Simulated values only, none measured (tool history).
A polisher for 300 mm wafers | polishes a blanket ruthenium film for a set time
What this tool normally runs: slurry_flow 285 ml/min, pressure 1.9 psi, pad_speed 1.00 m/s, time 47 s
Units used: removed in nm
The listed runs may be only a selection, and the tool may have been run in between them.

| run | hour | slurry_flow | pressure | pad_speed | time | wafers since the last listed run | wafers polished on this pad | hours since the slurry nozzle was cleaned | hours since the head pressure was calibrated | incoming thickness of the incoming film, nm | removed |
|---|---|---|---|---|---|---|---|---|---|---|---|
| 1 | 0.0 | 285 | 1.9 | 1.00 | 47 | 0 | 881 | 133.0 | 340.2 | 340.3 | 56.2 |
| 2 | 33.6 | 285 | 1.9 | 1.00 | 47 | 232 | 1114 | 166.6 | 373.8 | 335.7 | 57.1 |
| 3 | 51.4 | 285 | 1.9 | 1.00 | 47 | 123 | 1237 | 184.4 | 391.6 | 338.4 | 56.2 |
|  | 74.9 | worn pad replaced by a new one |
| 4 | 81.9 | 285 | 1.9 | 1.00 | 47 | 183 | 48 | 214.9 | 422.1 | 338.5 | 56.2 |
| 5 | 101.6 | 285 | 1.9 | 1.00 | 47 | 136 | 184 | 234.6 | 441.8 | 337.2 | 56.3 |
| 6 | 127.0 | 285 | 1.9 | 1.00 | 47 | 175 | 360 | 260.0 | 467.2 | 339.5 | 56.2 |
| 7 | 152.6 | 285 | 1.9 | 1.00 | 47 | 177 | 538 | 285.6 | 492.8 | 338.6 | 56.3 |
| 8 | 220.1 | 285 | 1.6 | 1.08 | 47 | 467 | 1005 | 353.1 | 560.3 | 337.1 | 52.2 |
|  | 227.2 | worn pad replaced by a new one |
| 9 | 285.2 | 285 | 1.6 | 1.08 | 47 | 423 | 401 | 418.2 | 625.4 | 340.4 | 52.1 |
| 10 | 312.8 | 285 | 1.6 | 1.08 | 47 | 191 | 592 | 445.8 | 653.0 | 337.3 | 51.5 |
| 11 | 336.1 | 220 | 1.9 | 1.00 | 35 | 161 | 754 | 469.1 | 676.3 | 338.5 | 41.0 |
| 12 | 350.6 | 285 | 1.9 | 0.78 | 47 | 100 | 854 | 483.6 | 690.8 | 339.2 | 43.3 |
| 13 | 367.8 | 285 | 1.9 | 0.78 | 47 | 119 | 973 | 500.8 | 708.0 | 342.0 | 43.9 |
|  | 377.7 | slurry nozzle cleaned |
| 14 | 395.2 | 285 | 1.6 | 1.00 | 47 | 182 | 1156 | 17.5 | 735.4 | 339.3 | 47.2 |
|  | 406.5 | head pressure recalibrated |
|  | 415.9 | worn pad replaced by a new one |
| 15 | 417.1 | 285 | 1.9 | 1.30 | 58 | 110 | 8 | 39.4 | 10.6 | 339.2 | 90.5 |
| 16 | 445.6 | 285 | 2.1 | 0.82 | 57 | 197 | 205 | 67.9 | 39.1 | 336.0 | 61.1 |
| 17 | 468.8 | 200 | 1.3 | 0.72 | 56 | 160 | 366 | 91.1 | 62.3 | 342.0 | 33.1 |
| 18 | 495.0 | 230 | 2.3 | 0.76 | 61 | 181 | 547 | 117.3 | 88.5 | 340.3 | 64.8 |
| 19 | 515.4 | 185 | 1.9 | 0.72 | 47 | 141 | 689 | 137.7 | 108.9 | 344.0 | 38.7 |
| 20 | 528.4 | 285 | 1.9 | 1.00 | 47 | 90 | 779 | 150.7 | 121.9 | 342.0 | 56.2 |
| 21 | 562.0 | 285 | 1.9 | 1.00 | 47 | 232 | 1012 | 184.3 | 155.5 | 339.3 | 56.6 |
|  | 584.7 | worn pad replaced by a new one |
| 22 | 585.1 | 315 | 2.4 | 0.86 | 47 | 132 | 2 | 207.4 | 178.6 | 341.6 | 60.6 |
| 23 | 605.5 | 285 | 1.9 | 1.00 | 47 | 141 | 143 | 227.8 | 199.0 | 340.1 | 56.1 |
| 24 | 635.7 | 285 | 1.4 | 0.68 | 41 | 209 | 353 | 258.0 | 229.2 | 337.5 | 25.3 |
| 25 | 668.8 | 285 | 1.9 | 1.00 | 47 | 229 | 582 | 291.1 | 262.3 | 342.3 | 55.7 |
| 26 | 695.8 | 285 | 2.3 | 0.88 | 47 | 187 | 769 | 318.1 | 289.3 | 336.6 | 58.8 |
| 27 | 717.1 | 285 | 1.9 | 1.00 | 47 | 147 | 917 | 339.4 | 310.6 | 340.2 | 56.3 |
| 28 | 747.8 | 285 | 1.9 | 1.00 | 47 | 212 | 1129 | 370.1 | 341.3 | 341.8 | 56.6 |

Predict each of these 4 candidate next runs independently; none follows another, all start after run 28:
| A | 748.2 | 285 | 1.9 | 1.00 | 47 | 2 | 1132 | 370.5 | 341.7 | 341.0 | ? |
| B | 748.2 | 200 | 1.9 | 0.72 | 47 | 2 | 1132 | 370.5 | 341.7 | 341.0 | ? |
| C | 748.2 | 360 | 2.2 | 1.16 | 60 | 2 | 1132 | 370.5 | 341.7 | 341.0 | ? |
| D | 748.2 | 365 | 2.3 | 0.86 | 37 | 2 | 1132 | 370.5 | 341.7 | 341.0 | ? |

| run | removed |
|---|---|
| A | 56.9 |
| B | 39.5 |
| C | 98.4 |
| D | 46.9 |
With the hidden condition removed and each run's random variation left untouched, the same runs would have given:
| run | removed |
|---|---|
| A | 56.9 |
| B | 39.5 |
| C | 98.4 |
| D | 46.9 |
